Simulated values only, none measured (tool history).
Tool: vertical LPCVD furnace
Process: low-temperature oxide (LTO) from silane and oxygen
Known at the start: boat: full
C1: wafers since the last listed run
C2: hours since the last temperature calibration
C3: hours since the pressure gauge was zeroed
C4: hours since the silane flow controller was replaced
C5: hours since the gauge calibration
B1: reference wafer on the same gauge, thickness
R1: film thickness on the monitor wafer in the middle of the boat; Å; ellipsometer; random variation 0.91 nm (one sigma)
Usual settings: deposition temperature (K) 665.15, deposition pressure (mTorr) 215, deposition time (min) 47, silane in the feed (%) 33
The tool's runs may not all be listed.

{"run": 1, "day": 0.0, "deposition temperature (K)": 659.15, "deposition pressure (mTorr)": 215, "deposition time (min)": 47, "silane in the feed (%)": 38, "C1": 0, "C2": 3222.1, "C3": 211, "C4": 5859.4, "C5": 949.8, "B1": 243.02, "R1": 3305.8}
{"day": 2.162, "done": "thermocouples replaced and temperature profile calibrated"}
{"run": 2, "day": 2.633, "deposition temperature (K)": 665.15, "deposition pressure (mTorr)": 215, "deposition time (min)": 38.5, "silane in the feed (%)": 33, "C1": 614, "C2": 11.3, "C3": 274.2, "C4": 5922.6, "C5": 1013, "B1": 243.14, "R1": 2382.2}
{"run": 3, "day": 5.612, "deposition temperature (K)": 665.15, "deposition pressure (mTorr)": 215, "deposition time (min)": 47, "silane in the feed (%)": 33, "C1": 1121, "C2": 82.8, "C3": 345.7, "C4": 5994.1, "C5": 1084.5, "B1": 242.98, "R1": 2899.3}
{"run": 4, "day": 7.754, "deposition temperature (K)": 665.15, "deposition pressure (mTorr)": 215, "deposition time (min)": 47, "silane in the feed (%)": 33, "C1": 806, "C2": 134.2, "C3": 397.1, "C4": 6045.5, "C5": 1135.9, "B1": 243.03, "R1": 2908.7}
{"run": 5, "day": 10.217, "deposition temperature (K)": 665.15, "deposition pressure (mTorr)": 215, "deposition time (min)": 36, "silane in the feed (%)": 33, "C1": 926, "C2": 193.3, "C3": 456.2, "C4": 6104.6, "C5": 1195, "B1": 243.11, "R1": 2228.7}
{"run": 6, "day": 13.1, "deposition temperature (K)": 665.15, "deposition pressure (mTorr)": 215, "deposition time (min)": 36, "silane in the feed (%)": 33, "C1": 1085, "C2": 262.5, "C3": 525.4, "C4": 6173.8, "C5": 1264.2, "B1": 243.01, "R1": 2238.9}
{"run": 7, "day": 14.475, "deposition temperature (K)": 653.15, "deposition pressure (mTorr)": 215, "deposition time (min)": 47, "silane in the feed (%)": 33, "C1": 517, "C2": 295.5, "C3": 558.4, "C4": 6206.8, "C5": 1297.2, "B1": 243.23, "R1": 2519.6}
{"run": 8, "day": 16.575, "deposition temperature (K)": 657.15, "deposition pressure (mTorr)": 215, "deposition time (min)": 47, "silane in the feed (%)": 33, "C1": 790, "C2": 345.9, "C3": 608.8, "C4": 6257.2, "C5": 1347.6, "B1": 242.81, "R1": 2627.6}
{"day": 19.479, "done": "silane flow controller replaced"}
{"run": 9, "day": 19.5, "deposition temperature (K)": 665.15, "deposition pressure (mTorr)": 200, "deposition time (min)": 47, "silane in the feed (%)": 33, "C1": 724, "C2": 416.1, "C3": 679, "C4": 0.5, "C5": 1417.8, "B1": 242.98, "R1": 2712.5}
{"run": 10, "day": 20.717, "deposition temperature (K)": 660.15, "deposition pressure (mTorr)": 245, "deposition time (min)": 47, "silane in the feed (%)": 28, "C1": 457, "C2": 445.3, "C3": 708.2, "C4": 29.7, "C5": 1447, "B1": 243.08, "R1": 2444.8}
{"run": 11, "day": 22.579, "deposition temperature (K)": 665.15, "deposition pressure (mTorr)": 215, "deposition time (min)": 47, "silane in the feed (%)": 33, "C1": 700, "C2": 490, "C3": 752.9, "C4": 74.4, "C5": 1491.7, "B1": 242.96, "R1": 2909.2}
{"run": 12, "day": 25.575, "deposition temperature (K)": 676.15, "deposition pressure (mTorr)": 235, "deposition time (min)": 59, "silane in the feed (%)": 33, "C1": 1127, "C2": 561.9, "C3": 824.8, "C4": 146.3, "C5": 1563.6, "B1": 243, "R1": 4531.1}
{"run": 13, "day": 26.6, "deposition temperature (K)": 660.15, "deposition pressure (mTorr)": 245, "deposition time (min)": 47, "silane in the feed (%)": 33, "C1": 385, "C2": 586.5, "C3": 849.4, "C4": 170.9, "C5": 1588.2, "B1": 242.93, "R1": 3103.5}
{"run": 14, "day": 28.625, "deposition temperature (K)": 656.15, "deposition pressure (mTorr)": 270, "deposition time (min)": 28.5, "silane in the feed (%)": 36, "C1": 762, "C2": 635.1, "C3": 898, "C4": 219.5, "C5": 1636.8, "B1": 243.1, "R1": 2244.6}
{"run": 15, "day": 30.75, "deposition temperature (K)": 653.15, "deposition pressure (mTorr)": 235, "deposition time (min)": 39, "silane in the feed (%)": 36, "C1": 799, "C2": 686.1, "C3": 949, "C4": 270.5, "C5": 1687.8, "B1": 243.24, "R1": 2575.8}
{"day": 32.296, "done": "gauge calibrated"}
{"run": 16, "day": 33.338, "deposition temperature (K)": 656.15, "deposition pressure (mTorr)": 215, "deposition time (min)": 37, "silane in the feed (%)": 33, "C1": 973, "C2": 748.2, "C3": 1011.1, "C4": 332.6, "C5": 25, "B1": 242.86, "R1": 2038.4}
{"run": 17, "day": 34.625, "deposition temperature (K)": 665.15, "deposition pressure (mTorr)": 215, "deposition time (min)": 61, "silane in the feed (%)": 28, "C1": 484, "C2": 779.1, "C3": 1042, "C4": 363.5, "C5": 55.9, "B1": 243.15, "R1": 2973}
{"run": 18, "day": 37.217, "deposition temperature (K)": 665.15, "deposition pressure (mTorr)": 215, "deposition time (min)": 47, "silane in the feed (%)": 33, "C1": 975, "C2": 841.3, "C3": 1104.2, "C4": 425.7, "C5": 118.1, "B1": 243.13, "R1": 2904.6}
{"run": 19, "day": 39.962, "deposition temperature (K)": 665.15, "deposition pressure (mTorr)": 235, "deposition time (min)": 54.5, "silane in the feed (%)": 35, "C1": 1033, "C2": 907.2, "C3": 1170.1, "C4": 491.6, "C5": 184, "B1": 242.94, "R1": 3997}
{"run": 20, "day": 42.258, "deposition temperature (K)": 665.15, "deposition pressure (mTorr)": 215, "deposition time (min)": 47, "silane in the feed (%)": 33, "C1": 864, "C2": 962.3, "C3": 1225.2, "C4": 546.7, "C5": 239.1, "B1": 243.11, "R1": 2924.6}
{"run": 21, "day": 43.538, "deposition temperature (K)": 671.15, "deposition pressure (mTorr)": 215, "deposition time (min)": 33.5, "silane in the feed (%)": 30, "C1": 481, "C2": 993, "C3": 1255.9, "C4": 577.4, "C5": 269.8, "B1": 243, "R1": 1938.6}
{"run": 22, "day": 45.208, "deposition temperature (K)": 665.15, "deposition pressure (mTorr)": 245, "deposition time (min)": 55, "silane in the feed (%)": 36, "C1": 628, "C2": 1033.1, "C3": 1296, "C4": 617.5, "C5": 309.9, "B1": 242.91, "R1": 4350.3}
{"run": 23, "day": 47.629, "deposition temperature (K)": 665.15, "deposition pressure (mTorr)": 215, "deposition time (min)": 29, "silane in the feed (%)": 33, "C1": 911, "C2": 1091.2, "C3": 1354.1, "C4": 675.6, "C5": 368, "B1": 243.04, "R1": 1802.1}
{"run": 24, "day": 49.308, "deposition temperature (K)": 665.15, "deposition pressure (mTorr)": 215, "deposition time (min)": 30, "silane in the feed (%)": 39, "C1": 631, "C2": 1131.5, "C3": 1394.4, "C4": 715.9, "C5": 408.3, "B1": 243.15, "R1": 2309.3}
{"run": 25, "day": 51.479, "deposition temperature (K)": 665.15, "deposition pressure (mTorr)": 215, "deposition time (min)": 29, "silane in the feed (%)": 33, "C1": 816, "C2": 1183.6, "C3": 1446.5, "C4": 768, "C5": 460.4, "B1": 242.86, "R1": 1792.2}
{"run": 26, "day": 54.412, "deposition temperature (K)": 668.15, "deposition pressure (mTorr)": 215, "deposition time (min)": 47, "silane in the feed (%)": 33, "C1": 1103, "C2": 1254, "C3": 1516.9, "C4": 838.4, "C5": 530.8, "B1": 242.81, "R1": 3003.7}
{"run": 27, "day": 56.612, "deposition temperature (K)": 665.15, "deposition pressure (mTorr)": 235, "deposition time (min)": 47, "silane in the feed (%)": 35, "C1": 827, "C2": 1306.8, "C3": 1569.7, "C4": 891.2, "C5": 583.6, "B1": 242.84, "R1": 3428.8}
{"run": 28, "day": 59.367, "deposition temperature (K)": 665.15, "deposition pressure (mTorr)": 215, "deposition time (min)": 47, "silane in the feed (%)": 33, "C1": 1036, "C2": 1372.9, "C3": 1635.8, "C4": 957.3, "C5": 649.7, "B1": 242.84, "R1": 2925.4}
{"run": 29, "day": 60.829, "deposition temperature (K)": 665.15, "deposition pressure (mTorr)": 195, "deposition time (min)": 58.5, "silane in the feed (%)": 33, "C1": 550, "C2": 1408, "C3": 1670.9, "C4": 992.4, "C5": 684.8, "B1": 243.04, "R1": 3307}
{"run": 30, "day": 63.217, "deposition temperature (K)": 661.15, "deposition pressure (mTorr)": 240, "deposition time (min)": 38.5, "silane in the feed (%)": 33, "C1": 898, "C2": 1465.3, "C3": 1728.2, "C4": 1049.7, "C5": 742.1, "B1": 243.05, "R1": 2550.5}

Forecast each of these 5 alternatives for the next run:
{"run": "A", "day": 63.412, "deposition temperature (K)": 665.15, "deposition pressure (mTorr)": 215, "deposition time (min)": 47, "silane in the feed (%)": 28, "C1": 73, "C2": 1470, "C3": 1732.9, "C4": 1054.4, "C5": 746.8, "B1": "?", "R1": "?"}
{"run": "B", "day": 63.412, "deposition temperature (K)": 658.15, "deposition pressure (mTorr)": 200, "deposition time (min)": 42, "silane in the feed (%)": 33, "C1": 73, "C2": 1470, "C3": 1732.9, "C4": 1054.4, "C5": 746.8, "B1": "?", "R1": "?"}
{"run": "C", "day": 63.412, "deposition temperature (K)": 672.15, "deposition pressure (mTorr)": 240, "deposition time (min)": 47, "silane in the feed (%)": 33, "C1": 73, "C2": 1470, "C3": 1732.9, "C4": 1054.4, "C5": 746.8, "B1": "?", "R1": "?"}
{"run": "D", "day": 63.412, "deposition temperature (K)": 665.15, "deposition pressure (mTorr)": 215, "deposition time (min)": 47, "silane in the feed (%)": 31, "C1": 73, "C2": 1470, "C3": 1732.9, "C4": 1054.4, "C5": 746.8, "B1": "?", "R1": "?"}
{"run": "E", "day": 63.412, "deposition temperature (K)": 665.15, "deposition pressure (mTorr)": 235, "deposition time (min)": 47, "silane in the feed (%)": 38, "C1": 73, "C2": 1470, "C3": 1732.9, "C4": 1054.4, "C5": 746.8, "B1": "?", "R1": "?"}

run=A B1=243.27 R1=2282.9
run=B B1=243.27 R1=2219.9
run=C B1=243.27 R1=3525.5
run=D B1=243.27 R1=2657.9
run=E B1=243.27 R1=3842.6
Without the tool's hidden state the same runs would have given:
run=A R1=2270.2
run=B R1=2207.7
run=C R1=3507.2
run=D R1=2643.6
run=E R1=3822.9
